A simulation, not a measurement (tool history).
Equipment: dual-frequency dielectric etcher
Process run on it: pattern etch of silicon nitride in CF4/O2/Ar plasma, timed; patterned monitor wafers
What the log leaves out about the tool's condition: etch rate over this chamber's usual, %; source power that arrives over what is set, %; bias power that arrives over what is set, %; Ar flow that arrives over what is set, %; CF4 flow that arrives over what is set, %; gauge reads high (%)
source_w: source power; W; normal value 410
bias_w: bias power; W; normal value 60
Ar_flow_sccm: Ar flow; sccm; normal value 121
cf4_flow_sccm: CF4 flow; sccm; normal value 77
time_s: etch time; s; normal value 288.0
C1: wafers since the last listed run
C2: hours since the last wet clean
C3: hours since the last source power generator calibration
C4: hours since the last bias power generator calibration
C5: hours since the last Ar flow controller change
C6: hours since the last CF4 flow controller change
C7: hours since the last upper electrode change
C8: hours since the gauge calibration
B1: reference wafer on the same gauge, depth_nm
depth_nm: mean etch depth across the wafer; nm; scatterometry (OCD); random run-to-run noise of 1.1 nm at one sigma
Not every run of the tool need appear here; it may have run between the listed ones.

{"run": 1, "day": 0.0, "source_w": 410, "bias_w": 60, "Ar_flow_sccm": 121, "cf4_flow_sccm": 77, "time_s": 339.5, "C1": 0, "C2": 370.1, "C3": 2396.9, "C4": 3633.1, "C5": 4062.8, "C6": 2357.8, "C7": 3505.7, "C8": 819.1, "B1": 389.9, "depth_nm": 527.0}
{"day": 2.621, "done": "wet clean of the chamber"}
{"day": 2.679, "done": "source power generator calibrated"}
{"run": 2, "day": 2.7, "source_w": 410, "bias_w": 60, "Ar_flow_sccm": 121, "cf4_flow_sccm": 77, "time_s": 231.0, "C1": 199, "C2": 1.9, "C3": 0.5, "C4": 3697.9, "C5": 4127.6, "C6": 2422.6, "C7": 3570.5, "C8": 883.9, "B1": 390.1, "depth_nm": 377.9}
{"day": 6.912, "done": "upper electrode replaced"}
{"run": 3, "day": 7.867, "source_w": 410, "bias_w": 60, "Ar_flow_sccm": 121, "cf4_flow_sccm": 77, "time_s": 231.0, "C1": 506, "C2": 125.9, "C3": 124.5, "C4": 3821.9, "C5": 4251.6, "C6": 2546.6, "C7": 22.9, "C8": 1007.9, "B1": 389.9, "depth_nm": 377.9}
{"run": 4, "day": 10.296, "source_w": 410, "bias_w": 60, "Ar_flow_sccm": 121, "cf4_flow_sccm": 77, "time_s": 231.0, "C1": 295, "C2": 184.2, "C3": 182.8, "C4": 3880.2, "C5": 4309.9, "C6": 2604.9, "C7": 81.2, "C8": 1066.2, "B1": 390.0, "depth_nm": 375.7}
{"run": 5, "day": 11.55, "source_w": 440, "bias_w": 60, "Ar_flow_sccm": 121, "cf4_flow_sccm": 77, "time_s": 288.0, "C1": 152, "C2": 214.3, "C3": 212.9, "C4": 3910.3, "C5": 4340.0, "C6": 2635.0, "C7": 111.3, "C8": 1096.3, "B1": 389.9, "depth_nm": 504.9}
{"run": 6, "day": 14.042, "source_w": 410, "bias_w": 60, "Ar_flow_sccm": 103, "cf4_flow_sccm": 77, "time_s": 330.0, "C1": 302, "C2": 274.1, "C3": 272.7, "C4": 3970.1, "C5": 4399.8, "C6": 2694.8, "C7": 171.1, "C8": 1156.1, "B1": 389.8, "depth_nm": 545.4}
{"run": 7, "day": 16.058, "source_w": 470, "bias_w": 60, "Ar_flow_sccm": 121, "cf4_flow_sccm": 77, "time_s": 288.0, "C1": 245, "C2": 322.5, "C3": 321.1, "C4": 4018.5, "C5": 4448.2, "C6": 2743.2, "C7": 219.5, "C8": 1204.5, "B1": 390.3, "depth_nm": 537.3}
{"run": 8, "day": 18.2, "source_w": 320, "bias_w": 48, "Ar_flow_sccm": 121, "cf4_flow_sccm": 64, "time_s": 288.0, "C1": 260, "C2": 373.9, "C3": 372.5, "C4": 4069.9, "C5": 4499.6, "C6": 2794.6, "C7": 270.9, "C8": 1255.9, "B1": 389.8, "depth_nm": 309.8}
{"run": 9, "day": 19.983, "source_w": 490, "bias_w": 60, "Ar_flow_sccm": 121, "cf4_flow_sccm": 86, "time_s": 238.5, "C1": 216, "C2": 416.7, "C3": 415.3, "C4": 4112.7, "C5": 4542.4, "C6": 2837.4, "C7": 313.7, "C8": 1298.7, "B1": 389.7, "depth_nm": 469.7}
{"run": 10, "day": 21.329, "source_w": 500, "bias_w": 60, "Ar_flow_sccm": 147, "cf4_flow_sccm": 77, "time_s": 288.0, "C1": 163, "C2": 449.0, "C3": 447.6, "C4": 4145.0, "C5": 4574.7, "C6": 2869.7, "C7": 346.0, "C8": 1331.0, "B1": 390.1, "depth_nm": 554.9}
{"day": 22.708, "done": "bias power generator calibrated"}
{"day": 23.238, "done": "Ar flow controller replaced"}
{"day": 23.879, "done": "wet clean of the chamber"}
{"run": 11, "day": 23.9, "source_w": 410, "bias_w": 56, "Ar_flow_sccm": 121, "cf4_flow_sccm": 94, "time_s": 288.0, "C1": 184, "C2": 0.5, "C3": 509.3, "C4": 28.6, "C5": 15.9, "C6": 2931.4, "C7": 407.7, "C8": 1392.7, "B1": 390.1, "depth_nm": 473.2}
{"run": 12, "day": 25.971, "source_w": 410, "bias_w": 60, "Ar_flow_sccm": 121, "cf4_flow_sccm": 77, "time_s": 288.0, "C1": 251, "C2": 50.2, "C3": 559.0, "C4": 78.3, "C5": 65.6, "C6": 2981.1, "C7": 457.4, "C8": 1442.4, "B1": 390.2, "depth_nm": 472.1}
{"day": 26.121, "done": "gauge calibrated"}
{"run": 13, "day": 28.862, "source_w": 490, "bias_w": 53, "Ar_flow_sccm": 131, "cf4_flow_sccm": 77, "time_s": 255.0, "C1": 351, "C2": 119.6, "C3": 628.4, "C4": 147.7, "C5": 135.0, "C6": 3050.5, "C7": 526.8, "C8": 65.8, "B1": 390.0, "depth_nm": 464.9}
{"day": 31.504, "done": "CF4 flow controller replaced"}
{"run": 14, "day": 33.512, "source_w": 410, "bias_w": 71, "Ar_flow_sccm": 121, "cf4_flow_sccm": 62, "time_s": 288.0, "C1": 535, "C2": 231.2, "C3": 740.0, "C4": 259.3, "C5": 246.6, "C6": 48.2, "C7": 638.4, "C8": 177.4, "B1": 390.1, "depth_nm": 487.7}
{"run": 15, "day": 35.196, "source_w": 460, "bias_w": 60, "Ar_flow_sccm": 121, "cf4_flow_sccm": 60, "time_s": 369.0, "C1": 204, "C2": 271.6, "C3": 780.4, "C4": 299.7, "C5": 287.0, "C6": 88.6, "C7": 678.8, "C8": 217.8, "B1": 390.1, "depth_nm": 642.8}
{"run": 16, "day": 37.212, "source_w": 410, "bias_w": 60, "Ar_flow_sccm": 121, "cf4_flow_sccm": 77, "time_s": 288.0, "C1": 245, "C2": 320.0, "C3": 828.8, "C4": 348.1, "C5": 335.4, "C6": 137.0, "C7": 727.2, "C8": 266.2, "B1": 390.2, "depth_nm": 464.9}
{"run": 17, "day": 38.95, "source_w": 410, "bias_w": 60, "Ar_flow_sccm": 129, "cf4_flow_sccm": 77, "time_s": 288.0, "C1": 211, "C2": 361.7, "C3": 870.5, "C4": 389.8, "C5": 377.1, "C6": 178.7, "C7": 768.9, "C8": 307.9, "B1": 390.0, "depth_nm": 462.6}
{"run": 18, "day": 41.079, "source_w": 410, "bias_w": 69, "Ar_flow_sccm": 121, "cf4_flow_sccm": 77, "time_s": 288.0, "C1": 258, "C2": 412.8, "C3": 921.6, "C4": 440.9, "C5": 428.2, "C6": 229.8, "C7": 820.0, "C8": 359.0, "B1": 390.1, "depth_nm": 494.3}
{"day": 42.679, "done": "wet clean of the chamber"}
{"run": 19, "day": 43.804, "source_w": 410, "bias_w": 53, "Ar_flow_sccm": 121, "cf4_flow_sccm": 77, "time_s": 205.0, "C1": 209, "C2": 27.0, "C3": 987.0, "C4": 506.3, "C5": 493.6, "C6": 295.2, "C7": 885.4, "C8": 424.4, "B1": 390.0, "depth_nm": 315.1}
{"run": 20, "day": 46.558, "source_w": 410, "bias_w": 60, "Ar_flow_sccm": 121, "cf4_flow_sccm": 71, "time_s": 288.0, "C1": 334, "C2": 93.1, "C3": 1053.1, "C4": 572.4, "C5": 559.7, "C6": 361.3, "C7": 951.5, "C8": 490.5, "B1": 390.0, "depth_nm": 462.5}
{"run": 21, "day": 48.033, "source_w": 410, "bias_w": 73, "Ar_flow_sccm": 121, "cf4_flow_sccm": 77, "time_s": 330.0, "C1": 179, "C2": 128.5, "C3": 1088.5, "C4": 607.8, "C5": 595.1, "C6": 396.7, "C7": 986.9, "C8": 525.9, "B1": 390.1, "depth_nm": 584.9}

Some steps in depth_nm, run to run, broken into two amounts with sign: the step expected even without the hidden condition (settings, incoming material, random variation), and the rest, left for the hidden condition together with whatever gauge scatter is not in both the measured and the hidden-condition-free result:
Run 1 -> 2: time_s 339.5 -> 231.0, wet clean of the chamber, source power generator calibrated. depth_nm -149.1 nm: hidden state +27.1, all else -176.2.
Run 7 -> 8: source_w 470 -> 320, bias_w 60 -> 48, cf4_flow_sccm 77 -> 64. depth_nm -227.5 nm: hidden state +1.4, all else -228.9.
Run 10 -> 11: source_w 500 -> 410, bias_w 60 -> 56, Ar_flow_sccm 147 -> 121, cf4_flow_sccm 77 -> 94, bias power generator calibrated, Ar flow controller replaced, wet clean of the chamber. depth_nm -81.7 nm: hidden state +7.8, all else -89.5.
Run 18 -> 19: bias_w 69 -> 53, time_s 288.0 -> 205.0, wet clean of the chamber. depth_nm -179.2 nm: hidden state +5.9, all else -185.1.
